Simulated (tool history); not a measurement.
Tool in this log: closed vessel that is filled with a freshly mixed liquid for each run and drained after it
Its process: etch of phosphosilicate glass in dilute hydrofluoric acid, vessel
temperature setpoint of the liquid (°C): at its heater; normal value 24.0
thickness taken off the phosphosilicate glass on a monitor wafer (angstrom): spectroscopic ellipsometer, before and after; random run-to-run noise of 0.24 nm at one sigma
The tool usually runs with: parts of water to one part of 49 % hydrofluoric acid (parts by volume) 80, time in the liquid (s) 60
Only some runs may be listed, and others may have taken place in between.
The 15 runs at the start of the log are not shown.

run   hour  temperature setpoint of the liquid (°C)  parts of water to one part of 49 % hydrofluoric acid (parts by volume)  time in the liquid (s)  read-back film thickness of the phosphosilicate glass reference wafer, read on the same gauge (nm)  thickness taken off the phosphosilicate glass on a monitor wafer (angstrom)
 16  166.4                                     20.0                                                                      90                      60                                                                                               99.98                                                                        508.2
     173.8  -- gauge calibrated
 17  182.6                                     24.0                                                                     105                      60                                                                                              100.00                                                                        508.2
     192.5  -- hydrofluoric acid flow meter replaced, repeated, since the last time left the tool worse
 18  196.1                                     24.0                                                                      50                      60                                                                                              100.03                                                                        973.6
 19  204.5                                     24.0                                                                      80                      60                                                                                               99.99                                                                        587.5
 20  217.8                                     24.0                                                                     100                      60                                                                                               99.97                                                                        457.7
 21  235.1                                     28.5                                                                     100                      70                                                                                               99.98                                                                        637.0
 22  245.0                                     25.5                                                                     105                      60                                                                                              100.01                                                                        459.3
     258.0  -- thermometer replaced
 23  258.5                                     27.0                                                                      40                      30                                                                                              100.02                                                                        698.8
 24  271.5                                     24.0                                                                      80                      60                                                                                              100.01                                                                        591.5
 25  284.0                                     19.0                                                                      60                      45                                                                                              100.00                                                                        489.0
 26  294.0                                     27.0                                                                      45                      60                                                                                               99.98                                                                       1247.9
 27  305.2                                     24.0                                                                      80                      60                                                                                              100.01                                                                        590.6
 28  313.5                                     19.5                                                                     100                      35                                                                                               99.99                                                                        223.6
 29  327.0                                     24.0                                                                      80                      60                                                                                               99.99                                                                        590.3
 30  342.1                                     24.0                                                                      80                      40                                                                                              100.04                                                                        393.1
 31  349.2                                     24.0                                                                      80                      60                                                                                              100.06                                                                        593.8
 32  360.4                                     29.0                                                                     110                      30                                                                                              100.00                                                                        250.6

4 ways to go on from here, each from the tool as it stands after run 32. What would each give?
  A  361.1                                     24.0                                                                      80                      60                                                                                                   ?                                                                            ?
  B  361.1                                     24.0                                                                      90                      95                                                                                                   ?                                                                            ?
  C  361.1                                     24.0                                                                      80                      30                                                                                                   ?                                                                            ?
  D  361.1                                     27.0                                                                      50                      35                                                                                                   ?                                                                            ?

run  read-back film thickness of the phosphosilicate glass reference wafer, read on the same gauge (nm)  thickness taken off the phosphosilicate glass on a monitor wafer (angstrom)
  A                                                                                               99.99                                                                        592.9
  B                                                                                               99.99                                                                        824.2
  C                                                                                               99.99                                                                        296.4
  D                                                                                               99.99                                                                        649.9
What these runs would have given with no unlogged condition in the tool:
run  thickness taken off the phosphosilicate glass on a monitor wafer (angstrom)
  A                                                                        584.9
  B                                                                        812.9
  C                                                                        292.5
  D                                                                        641.2

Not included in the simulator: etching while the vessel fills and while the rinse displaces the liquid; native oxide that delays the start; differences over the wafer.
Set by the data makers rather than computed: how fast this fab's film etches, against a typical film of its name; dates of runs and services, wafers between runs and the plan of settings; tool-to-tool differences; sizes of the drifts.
